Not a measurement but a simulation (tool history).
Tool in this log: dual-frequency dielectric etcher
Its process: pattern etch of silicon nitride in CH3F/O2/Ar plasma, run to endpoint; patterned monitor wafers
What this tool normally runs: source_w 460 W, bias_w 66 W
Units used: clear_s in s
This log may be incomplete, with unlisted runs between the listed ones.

| run | hour | source_w | bias_w | wafers since the last listed run | hours since the last wet clean | hours since the last source power generator calibration | hours since the last bias power generator calibration | hours since the last upper electrode change | incoming incoming film thickness, nm | clear_s |
|---|---|---|---|---|---|---|---|---|---|---|
| 1 | 0.0 | 550 | 77 | 0 | 156.4 | 4516.1 | 4255.6 | 2750.8 | 36.04 | 45.4 |
| 2 | 209.4 | 460 | 75 | 2972 | 365.8 | 4725.5 | 4465.0 | 2960.2 | 35.93 | 47.3 |
| 3 | 249.2 | 460 | 66 | 564 | 405.6 | 4765.3 | 4504.8 | 3000.0 | 35.77 | 49.5 |
| 4 | 277.7 | 460 | 66 | 404 | 434.1 | 4793.8 | 4533.3 | 3028.5 | 35.92 | 49.3 |
| 5 | 302.4 | 460 | 66 | 350 | 458.8 | 4818.5 | 4558.0 | 3053.2 | 36.14 | 49.7 |
|  | 349.2 | wet clean of the chamber |
| 6 | 355.7 | 460 | 66 | 415 | 6.5 | 4871.8 | 4611.3 | 3106.5 | 36.10 | 50.5 |
| 7 | 391.1 | 460 | 66 | 502 | 41.9 | 4907.2 | 4646.7 | 3141.9 | 36.02 | 50.4 |
| 8 | 443.5 | 370 | 66 | 743 | 94.3 | 4959.6 | 4699.1 | 3194.3 | 35.92 | 52.6 |
|  | 492.9 | upper electrode replaced |
| 9 | 499.6 | 430 | 72 | 455 | 150.4 | 5015.7 | 4755.2 | 6.7 | 35.65 | 49.0 |
| 10 | 551.7 | 520 | 60 | 739 | 202.5 | 5067.8 | 4807.3 | 58.8 | 35.75 | 49.8 |
|  | 572.7 | bias power generator calibrated |
| 11 | 596.9 | 460 | 66 | 584 | 247.7 | 5113.0 | 24.2 | 104.0 | 35.48 | 49.0 |
| 12 | 641.4 | 460 | 52 | 631 | 292.2 | 5157.5 | 68.7 | 148.5 | 35.88 | 53.7 |
|  | 659.4 | source power generator calibrated |
| 13 | 693.8 | 350 | 73 | 686 | 344.6 | 34.4 | 121.1 | 200.9 | 35.88 | 51.1 |
| 14 | 736.0 | 430 | 76 | 598 | 386.8 | 76.6 | 163.3 | 243.1 | 35.99 | 48.0 |
| 15 | 806.1 | 550 | 77 | 994 | 456.9 | 146.7 | 233.4 | 313.2 | 35.72 | 44.3 |
| 16 | 866.4 | 350 | 66 | 855 | 517.2 | 207.0 | 293.7 | 373.5 | 36.38 | 53.6 |

Difference, measured minus no-hidden-state, one row per run. Run-to-run variation is common to both terms; the gauge's own scatter need not be:
Unlogged tool condition in this case: etch rate over this chamber's usual, %; source power that arrives over what is set, %; bias power that arrives over what is set, %.
| run | clear_s |
|---|---|
| 1 | -0.2 |
| 2 | -0.6 |
| 3 | -0.6 |
| 4 | -0.7 |
| 5 | -0.8 |
| 6 | +0.0 |
| 7 | +0.1 |
| 8 | +0.0 |
| 9 | -0.1 |
| 10 | -0.3 |
| 11 | -0.3 |
| 12 | -0.5 |
| 13 | -0.5 |
| 14 | -0.5 |
| 15 | -0.6 |
| 16 | -0.8 |
